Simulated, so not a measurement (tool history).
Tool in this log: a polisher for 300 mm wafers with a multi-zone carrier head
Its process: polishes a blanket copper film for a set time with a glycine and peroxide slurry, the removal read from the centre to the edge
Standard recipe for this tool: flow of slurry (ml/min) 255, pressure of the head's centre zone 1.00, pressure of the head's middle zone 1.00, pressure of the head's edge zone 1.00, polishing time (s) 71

| run | hour | flow of slurry (ml/min) | pressure of the head's centre zone | pressure of the head's middle zone | pressure of the head's edge zone | polishing time (s) | wafers since the last listed run | wafers polished on this pad | hours since the slurry nozzle was cleaned | hours since the centre zone pressure was calibrated | hours since the edge zone pressure was calibrated | hours since the carrier head's membrane was replaced | incoming thickness of the incoming film, nm | film removed at the wafer's centre (angstrom) | film removed at mid-radius (angstrom) | film removed at the wafer's edge (angstrom) |
|---|---|---|---|---|---|---|---|---|---|---|---|---|---|---|---|---|
| 1 | 0.0 | 255 | 1.00 | 1.00 | 1.00 | 71 | 0 | 1288 | 34.8 | 138.4 | 1091.5 | 844.8 | 1148.0 | 2187 | 2268 | 2246 |
|  | 12.9 | carrier head's membrane replaced by a new one |
| 2 | 17.8 | 255 | 1.00 | 1.00 | 1.00 | 71 | 169 | 1458 | 52.6 | 156.2 | 1109.3 | 4.9 | 1132.1 | 2173 | 2256 | 2279 |
| 3 | 25.7 | 255 | 1.00 | 0.95 | 1.00 | 89 | 104 | 1563 | 60.5 | 164.1 | 1117.2 | 12.8 | 1132.2 | 2774 | 2705 | 2827 |
|  | 37.7 | worn pad replaced by a new one |
| 4 | 38.2 | 170 | 1.00 | 1.00 | 1.00 | 71 | 112 | 6 | 73.0 | 176.6 | 1129.7 | 25.3 | 1157.1 | 2063 | 2116 | 2161 |
| 5 | 46.0 | 290 | 1.11 | 1.00 | 0.95 | 49 | 103 | 109 | 80.8 | 184.4 | 1137.5 | 33.1 | 1143.0 | 1718 | 1570 | 1526 |
| 6 | 58.9 | 255 | 1.00 | 1.00 | 1.00 | 71 | 171 | 281 | 93.7 | 197.3 | 1150.4 | 46.0 | 1170.1 | 2222 | 2230 | 2286 |
| 7 | 66.2 | 255 | 1.00 | 1.00 | 0.91 | 71 | 96 | 377 | 101.0 | 204.6 | 1157.7 | 53.3 | 1161.2 | 2239 | 2245 | 2134 |
| 8 | 111.9 | 255 | 1.06 | 1.00 | 1.00 | 54 | 606 | 984 | 146.7 | 250.3 | 1203.4 | 99.0 | 1171.7 | 1784 | 1713 | 1737 |
| 9 | 120.6 | 255 | 1.00 | 1.03 | 0.89 | 71 | 115 | 1100 | 155.4 | 259.0 | 1212.1 | 107.7 | 1150.3 | 2201 | 2321 | 2101 |
| 10 | 131.6 | 255 | 1.00 | 1.00 | 1.00 | 71 | 146 | 1246 | 166.4 | 270.0 | 1223.1 | 118.7 | 1150.7 | 2197 | 2272 | 2233 |
| 11 | 142.9 | 255 | 1.00 | 1.00 | 1.00 | 71 | 150 | 1396 | 177.7 | 281.3 | 1234.4 | 130.0 | 1137.6 | 2215 | 2244 | 2312 |
|  | 154.5 | edge zone pressure recalibrated |
| 12 | 159.0 | 295 | 1.00 | 1.00 | 1.00 | 71 | 187 | 1583 | 193.8 | 297.4 | 4.5 | 146.1 | 1137.8 | 2272 | 2264 | 2270 |
|  | 165.8 | worn pad replaced by a new one |
| 13 | 173.6 | 255 | 1.00 | 1.00 | 1.00 | 71 | 140 | 103 | 208.4 | 312.0 | 19.1 | 160.7 | 1157.0 | 2243 | 2229 | 2251 |
| 14 | 187.3 | 255 | 0.92 | 1.10 | 1.05 | 80 | 181 | 285 | 222.1 | 325.7 | 32.8 | 174.4 | 1148.2 | 2314 | 2740 | 2624 |
| 15 | 201.0 | 190 | 1.00 | 1.00 | 1.00 | 82 | 181 | 467 | 235.8 | 339.4 | 46.5 | 188.1 | 1162.5 | 2442 | 2506 | 2557 |
| 16 | 217.6 | 255 | 1.00 | 1.00 | 1.00 | 71 | 220 | 687 | 252.4 | 356.0 | 63.1 | 204.7 | 1143.8 | 2244 | 2249 | 2277 |
| 17 | 232.2 | 255 | 1.00 | 1.00 | 1.00 | 71 | 193 | 881 | 267.0 | 370.6 | 77.7 | 219.3 | 1144.2 | 2175 | 2235 | 2284 |
| 18 | 239.8 | 255 | 1.00 | 1.00 | 1.00 | 71 | 100 | 982 | 274.6 | 378.2 | 85.3 | 226.9 | 1163.2 | 2209 | 2222 | 2210 |
| 19 | 256.6 | 255 | 0.89 | 1.00 | 1.03 | 88 | 223 | 1205 | 291.4 | 395.0 | 102.1 | 243.7 | 1165.4 | 2436 | 2782 | 2843 |
| 20 | 269.1 | 255 | 0.94 | 1.00 | 1.00 | 71 | 166 | 1371 | 303.9 | 407.5 | 114.6 | 256.2 | 1163.2 | 2081 | 2224 | 2251 |
|  | 279.2 | worn pad replaced by a new one |
| 21 | 283.3 | 255 | 1.00 | 1.00 | 1.00 | 71 | 135 | 54 | 318.1 | 421.7 | 128.8 | 270.4 | 1141.3 | 2204 | 2209 | 2335 |
| 22 | 291.0 | 255 | 1.00 | 1.00 | 0.90 | 71 | 102 | 156 | 325.8 | 429.4 | 136.5 | 278.1 | 1158.4 | 2200 | 2221 | 2132 |
| 23 | 298.2 | 255 | 1.00 | 1.08 | 0.95 | 71 | 95 | 252 | 333.0 | 436.6 | 143.7 | 285.3 | 1158.4 | 2173 | 2412 | 2211 |

List, for all runs, the conditions of the tool that the log does not record:
removal rate lost through wear of the pad, %: 0 in every run
slurry flow missing at the pad, %: 0 in every run
deviation of the centre zone's pressure from its setpoint, %: 0 in every run
deviation of the edge zone's pressure from its setpoint, %: 0 in every run
